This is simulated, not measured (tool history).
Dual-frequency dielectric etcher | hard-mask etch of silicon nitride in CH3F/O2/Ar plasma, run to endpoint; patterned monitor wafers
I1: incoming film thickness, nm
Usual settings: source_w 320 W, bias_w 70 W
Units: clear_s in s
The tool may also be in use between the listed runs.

Run 1, day 0.000: usual settings; I1 54.6. Result: clear_s 86.0 s.
Run 2, day 2.379: usual settings; I1 55.3. Result: clear_s 87.9 s.
Run 3, day 3.996: usual settings; I1 54.7. Result: clear_s 86.1 s.
Run 4, day 7.012: usual settings; I1 54.9. Result: clear_s 86.4 s.
Run 5, day 10.054: usual settings; I1 54.5. Result: clear_s 85.2 s.
At day 11.967: wet clean of the chamber.
Run 6, day 13.796: usual settings; I1 54.8. Result: clear_s 95.5 s.
Run 7, day 17.908: usual settings but source_w 280 W; I1 55.3. Result: clear_s 98.3 s.
Run 8, day 21.150: usual settings but source_w 300 W, bias_w 65 W; I1 54.0. Result: clear_s 95.2 s.
Run 9, day 24.454: usual settings but source_w 300 W, bias_w 65 W; I1 54.6. Result: clear_s 94.8 s.
At day 26.417: bias power generator calibrated.
Run 10, day 26.438: usual settings but bias_w 56 W; I1 54.7. Result: clear_s 98.2 s.
Run 11, day 28.012: usual settings but bias_w 56 W; I1 54.6. Result: clear_s 95.9 s.
Run 12, day 30.471: usual settings; I1 54.9. Result: clear_s 90.3 s.
Run 13, day 34.546: usual settings; I1 54.5. Result: clear_s 89.8 s.
At day 35.171: source power generator calibrated.
Run 14, day 36.688: usual settings; I1 55.2. Result: clear_s 91.4 s.
At day 39.771: wet clean of the chamber, repeated, since the last time left the tool worse.
Run 15, day 39.792: usual settings; I1 54.9. Result: clear_s 88.5 s.
Run 16, day 40.979: usual settings; I1 55.3. Result: clear_s 88.6 s.
Run 17, day 45.042: usual settings; I1 55.0. Result: clear_s 86.6 s.
Run 18, day 48.692: usual settings but source_w 280 W, bias_w 81 W; I1 54.6. Result: clear_s 88.3 s.
Run 19, day 50.621: usual settings; I1 54.2. Result: clear_s 85.1 s.
Run 20, day 53.392: usual settings but source_w 300 W, bias_w 65 W; I1 55.1. Result: clear_s 89.6 s.
Run 21, day 57.142: usual settings but source_w 270 W, bias_w 80 W; I1 55.1. Result: clear_s 88.4 s.
At day 59.012: wet clean of the chamber.
Run 22, day 61.383: usual settings but source_w 260 W; I1 54.7. Result: clear_s 95.7 s.

The next listed run, before its measurement:
Run 23, day 63.433: usual settings but source_w 370 W; I1 54.4. Result: clear_s ?.

Run 23 gave clear_s 83.7 s.
Without the tool's hidden state the same run would have given clear_s 84.0 s.
